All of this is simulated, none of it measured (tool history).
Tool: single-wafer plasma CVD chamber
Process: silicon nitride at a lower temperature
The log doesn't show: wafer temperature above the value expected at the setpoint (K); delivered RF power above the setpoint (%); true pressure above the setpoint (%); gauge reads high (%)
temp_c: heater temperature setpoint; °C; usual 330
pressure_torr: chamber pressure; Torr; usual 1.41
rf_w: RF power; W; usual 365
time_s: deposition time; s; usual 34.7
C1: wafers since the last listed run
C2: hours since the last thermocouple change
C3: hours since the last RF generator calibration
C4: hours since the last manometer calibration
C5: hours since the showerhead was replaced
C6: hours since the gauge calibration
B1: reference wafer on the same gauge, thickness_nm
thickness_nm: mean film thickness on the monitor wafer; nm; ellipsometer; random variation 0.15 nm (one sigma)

{"run": 1, "hour": 0.0, "temp_c": 330, "pressure_torr": 1.41, "rf_w": 365, "time_s": 34.7, "C1": 0, "C2": 909.7, "C3": 1591.5, "C4": 1650.7, "C5": 7271.0, "C6": 282.8, "B1": 40.491, "thickness_nm": 44.939}
{"run": 2, "hour": 24.8, "temp_c": 330, "pressure_torr": 1.41, "rf_w": 365, "time_s": 34.7, "C1": 507, "C2": 934.5, "C3": 1616.3, "C4": 1675.5, "C5": 7295.8, "C6": 307.6, "B1": 40.507, "thickness_nm": 45.194}
{"run": 3, "hour": 48.6, "temp_c": 330, "pressure_torr": 1.41, "rf_w": 365, "time_s": 34.7, "C1": 486, "C2": 958.3, "C3": 1640.1, "C4": 1699.3, "C5": 7319.6, "C6": 331.4, "B1": 40.489, "thickness_nm": 45.095}
{"run": 4, "hour": 80.3, "temp_c": 330, "pressure_torr": 1.41, "rf_w": 365, "time_s": 38.3, "C1": 648, "C2": 990.0, "C3": 1671.8, "C4": 1731.0, "C5": 7351.3, "C6": 363.1, "B1": 40.495, "thickness_nm": 50.07}
{"run": 5, "hour": 109.0, "temp_c": 330, "pressure_torr": 1.41, "rf_w": 365, "time_s": 34.7, "C1": 586, "C2": 1018.7, "C3": 1700.5, "C4": 1759.7, "C5": 7380.0, "C6": 391.8, "B1": 40.507, "thickness_nm": 45.207}
{"run": 6, "hour": 142.4, "temp_c": 330, "pressure_torr": 1.41, "rf_w": 365, "time_s": 34.7, "C1": 682, "C2": 1052.1, "C3": 1733.9, "C4": 1793.1, "C5": 7413.4, "C6": 425.2, "B1": 40.503, "thickness_nm": 45.229}
{"run": 7, "hour": 161.2, "temp_c": 319, "pressure_torr": 1.41, "rf_w": 365, "time_s": 34.7, "C1": 384, "C2": 1070.9, "C3": 1752.7, "C4": 1811.9, "C5": 7432.2, "C6": 444.0, "B1": 40.495, "thickness_nm": 45.611}
{"hour": 194.8, "done": "capacitance manometer re-zeroed and calibrated"}
{"run": 8, "hour": 195.3, "temp_c": 330, "pressure_torr": 1.41, "rf_w": 365, "time_s": 34.7, "C1": 533, "C2": 1105.0, "C3": 1786.8, "C4": 0.5, "C5": 7466.3, "C6": 478.1, "B1": 40.504, "thickness_nm": 45.158}
{"run": 9, "hour": 218.2, "temp_c": 330, "pressure_torr": 1.41, "rf_w": 365, "time_s": 34.7, "C1": 468, "C2": 1127.9, "C3": 1809.7, "C4": 23.4, "C5": 7489.2, "C6": 501.0, "B1": 40.512, "thickness_nm": 45.119}
{"hour": 272.4, "done": "gauge calibrated"}
{"hour": 290.1, "done": "showerhead replaced"}
{"run": 10, "hour": 295.9, "temp_c": 330, "pressure_torr": 1.41, "rf_w": 365, "time_s": 34.7, "C1": 1425, "C2": 1205.6, "C3": 1887.4, "C4": 101.1, "C5": 5.8, "C6": 23.5, "B1": 40.5, "thickness_nm": 45.302}
{"run": 11, "hour": 331.0, "temp_c": 330, "pressure_torr": 1.41, "rf_w": 365, "time_s": 34.7, "C1": 717, "C2": 1240.7, "C3": 1922.5, "C4": 136.2, "C5": 40.9, "C6": 58.6, "B1": 40.5, "thickness_nm": 45.378}
{"run": 12, "hour": 420.2, "temp_c": 330, "pressure_torr": 1.41, "rf_w": 325, "time_s": 34.7, "C1": 1824, "C2": 1329.9, "C3": 2011.7, "C4": 225.4, "C5": 130.1, "C6": 147.8, "B1": 40.494, "thickness_nm": 43.315}
{"run": 13, "hour": 510.2, "temp_c": 322, "pressure_torr": 1.41, "rf_w": 365, "time_s": 34.7, "C1": 1840, "C2": 1419.9, "C3": 2101.7, "C4": 315.4, "C5": 220.1, "C6": 237.8, "B1": 40.5, "thickness_nm": 45.397}
{"run": 14, "hour": 525.8, "temp_c": 339, "pressure_torr": 1.41, "rf_w": 305, "time_s": 40.8, "C1": 318, "C2": 1435.5, "C3": 2117.3, "C4": 331.0, "C5": 235.7, "C6": 253.4, "B1": 40.518, "thickness_nm": 49.273}
{"run": 15, "hour": 557.7, "temp_c": 330, "pressure_torr": 1.57, "rf_w": 365, "time_s": 40.4, "C1": 652, "C2": 1467.4, "C3": 2149.2, "C4": 362.9, "C5": 267.6, "C6": 285.3, "B1": 40.493, "thickness_nm": 54.25}
{"hour": 584.7, "done": "RF generator calibrated"}
{"run": 16, "hour": 585.2, "temp_c": 334, "pressure_torr": 1.41, "rf_w": 365, "time_s": 28.9, "C1": 398, "C2": 1494.9, "C3": 0.5, "C4": 390.4, "C5": 295.1, "C6": 312.8, "B1": 40.48, "thickness_nm": 37.445}
{"run": 17, "hour": 613.9, "temp_c": 330, "pressure_torr": 1.71, "rf_w": 365, "time_s": 34.7, "C1": 586, "C2": 1523.6, "C3": 29.2, "C4": 419.1, "C5": 323.8, "C6": 341.5, "B1": 40.501, "thickness_nm": 47.614}
{"run": 18, "hour": 631.6, "temp_c": 330, "pressure_torr": 1.41, "rf_w": 390, "time_s": 37.7, "C1": 361, "C2": 1541.3, "C3": 46.9, "C4": 436.8, "C5": 341.5, "C6": 359.2, "B1": 40.498, "thickness_nm": 50.327}
{"hour": 650.9, "done": "thermocouple changed; heater temperature recalibrated"}
{"run": 19, "hour": 662.8, "temp_c": 330, "pressure_torr": 1.41, "rf_w": 365, "time_s": 34.7, "C1": 474, "C2": 11.9, "C3": 78.1, "C4": 468.0, "C5": 372.7, "C6": 390.4, "B1": 40.514, "thickness_nm": 44.833}
{"run": 20, "hour": 681.9, "temp_c": 317, "pressure_torr": 1.41, "rf_w": 405, "time_s": 32.2, "C1": 390, "C2": 31.0, "C3": 97.2, "C4": 487.1, "C5": 391.8, "C6": 409.5, "B1": 40.485, "thickness_nm": 44.129}
{"run": 21, "hour": 697.1, "temp_c": 330, "pressure_torr": 1.41, "rf_w": 365, "time_s": 34.7, "C1": 310, "C2": 46.2, "C3": 112.4, "C4": 502.3, "C5": 407.0, "C6": 424.7, "B1": 40.502, "thickness_nm": 45.283}
{"run": 22, "hour": 716.9, "temp_c": 330, "pressure_torr": 1.41, "rf_w": 365, "time_s": 34.7, "C1": 404, "C2": 66.0, "C3": 132.2, "C4": 522.1, "C5": 426.8, "C6": 444.5, "B1": 40.503, "thickness_nm": 45.368}
{"run": 23, "hour": 735.3, "temp_c": 321, "pressure_torr": 1.41, "rf_w": 365, "time_s": 34.7, "C1": 376, "C2": 84.4, "C3": 150.6, "C4": 540.5, "C5": 445.2, "C6": 462.9, "B1": 40.483, "thickness_nm": 45.022}

The next listed run, before its measurement:
{"run": 24, "hour": 762.8, "temp_c": 325, "pressure_torr": 1.41, "rf_w": 390, "time_s": 34.7, "C1": 562, "C2": 111.9, "C3": 178.1, "C4": 568.0, "C5": 472.7, "C6": 490.4, "B1": "?", "thickness_nm": "?"}

Run 24 gave B1 40.519, thickness_nm 46.201 nm.
Without the tool's hidden state the same run would have given thickness_nm 46.201 nm.

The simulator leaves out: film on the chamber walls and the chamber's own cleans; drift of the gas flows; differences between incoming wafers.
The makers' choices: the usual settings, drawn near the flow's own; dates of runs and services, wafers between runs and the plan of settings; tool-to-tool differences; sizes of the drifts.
